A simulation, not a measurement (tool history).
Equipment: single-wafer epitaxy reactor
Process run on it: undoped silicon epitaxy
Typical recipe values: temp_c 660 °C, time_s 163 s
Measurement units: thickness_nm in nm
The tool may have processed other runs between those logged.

run    hour  temp_c  time_s  wafers since the last listed run  hours since the last pyrometer calibration  hours since the gauge calibration  read-back reference wafer on the same gauge, thickness_nm  thickness_nm
  1       0     660     163                                 0                                        26.7                              690.9                                                     28.812         33.77
  2      38     660     163                               468                                        64.7                              728.9                                                     28.817        33.772
  3    84.8     660     163                               576                                       111.5                              775.7                                                     28.797        34.036
  4   184.4     663     163                              1227                                       211.1                              875.3                                                     28.798        36.251
  5   223.3     663     163                               479                                         250                              914.2                                                     28.813        36.424
  6   283.5     663     163                               741                                       310.2                              974.4                                                     28.789        36.137
  7   331.4     660     163                               590                                       358.1                             1022.3                                                     28.793        34.487
  8   357.9     660     163                               326                                       384.6                             1048.8                                                     28.817        33.858
  9   400.7     660     163                               527                                       427.4                             1091.6                                                     28.796        34.104
 10     445     660     163                               545                                       471.7                             1135.9                                                     28.844        34.371
      480.1  -- gauge calibrated
 11   502.8     660     163                               712                                       529.5                               22.7                                                     28.773        34.568
 12   551.1     660     163                               595                                       577.8                                 71                                                     28.802        34.035
 13   591.2     649     147                               494                                       617.9                              111.1                                                     28.784         24.58
 14   660.2     660     163                               850                                       686.9                              180.1                                                     28.766        34.745
 15   720.3     660     163                               740                                         747                              240.2                                                     28.804        34.351
 16     932     660     163                              2608                                       958.7                              451.9                                                     28.803        34.622
 17   970.6     660     163                               475                                       997.3                              490.5                                                     28.794          34.6
 18  1062.6     660     163                              1133                                      1089.3                              582.5                                                      28.79        34.933
 19  1089.7     660     163                               333                                      1116.4                              609.6                                                     28.798        34.951
 20  1147.8     660     163                               715                                      1174.5                              667.7                                                     28.809        35.256
 21  1184.1     660     141                               447                                      1210.8                                704                                                     28.756        30.524
 22  1208.5     653     178                               300                                      1235.2                              728.4                                                     28.801        33.287
 23  1264.6     652     176                               691                                      1291.3                              784.5                                                     28.806        32.633
 24  1331.5     660     163                               824                                      1358.2                              851.4                                                      28.82        35.518
 25  1357.6     672     195                               321                                      1384.3                              877.5                                                     28.804        54.579
 26  1392.5     649     147                               430                                      1419.2                              912.4                                                     28.806        25.722
 27  1435.4     660     163                               528                                      1462.1                              955.3                                                     28.807        35.875
 28  1464.4     654     136                               357                                      1491.1                              984.3                                                     28.838        26.509
 29  1532.8     660     192                               842                                      1559.5                             1052.7                                                     28.786        42.204
 30    1564     660     163                               384                                      1590.7                             1083.9                                                      28.77        35.864
 31  1631.9     668     163                               836                                      1658.6                             1151.8                                                     28.817        42.729
     1642.7  -- pyrometer calibrated
 32  1678.1     649     172                               470                                        35.4                               1198                                                     28.795        32.115
     1693.5  -- gauge calibrated
 33  1739.7     669     133                               759                                          97                               46.2                                                     28.796        37.639

The next listed run, before its measurement:
 34  1781.1     674     139                               510                                       138.4                               87.6                                                          ?             ?

read-back reference wafer on the same gauge, thickness_nm: 28.813
thickness_nm: 43.613 nm
Take away the tool's hidden state, keep the run-to-run variation as it was, and the same run would have given thickness_nm 38.832 nm.

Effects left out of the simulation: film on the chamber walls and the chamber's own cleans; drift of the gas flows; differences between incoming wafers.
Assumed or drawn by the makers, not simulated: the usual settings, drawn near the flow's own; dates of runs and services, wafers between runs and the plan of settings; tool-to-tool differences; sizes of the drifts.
